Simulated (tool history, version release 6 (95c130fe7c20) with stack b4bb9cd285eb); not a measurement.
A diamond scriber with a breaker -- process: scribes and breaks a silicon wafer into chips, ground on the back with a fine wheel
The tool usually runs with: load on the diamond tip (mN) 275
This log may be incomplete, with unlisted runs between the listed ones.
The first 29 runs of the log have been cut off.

run	day	load on the diamond tip (mN)	wafers since the last listed run	hours since the diamond tip was replaced	hours since the load on the tip was calibrated	incoming depth of the damage left on the back of the incoming wafer, um	depth of the median crack under the scribed line (µm)	chips rejected at inspection after the break (%)
30	33.212	202	29	332.9	83	2.12	9.39	9.36
31	33.788	216	23	346.7	96.8	1.65	10.71	6.71
32	34.642	275	35	367.2	117.3	1.55	12.9	1.32
33	35.725	321	44	393.2	143.3	1.5	14.67	3.04
34	36.321	235	24	407.5	157.6	2.53	11.49	4.26
35	37.342	250	42	432	182.1	1.6	11.81	2.19
36	38.504	355	48	459.9	210	2.49	16.14	5.59
37	39.996	243	61	495.7	245.8	2.03	11.71	2.66
38	40.567	317	23	509.4	259.5	2.37	14.21	2.85
39	41.504	333	38	531.9	282	1.51	14.93	3.32

Run 40, settings as shown, results not yet in. Your forecast:
40	42.321	301	33	551.5	301.6	2.45	?	?

For run 40 the tool returned depth of the median crack under the scribed line (µm) 13.91, chips rejected at inspection after the break (%) 2.1.
Had the tool carried no hidden state, the very same run would have given depth of the median crack under the scribed line (µm) 14.04, chips rejected at inspection after the break (%) 2.22.
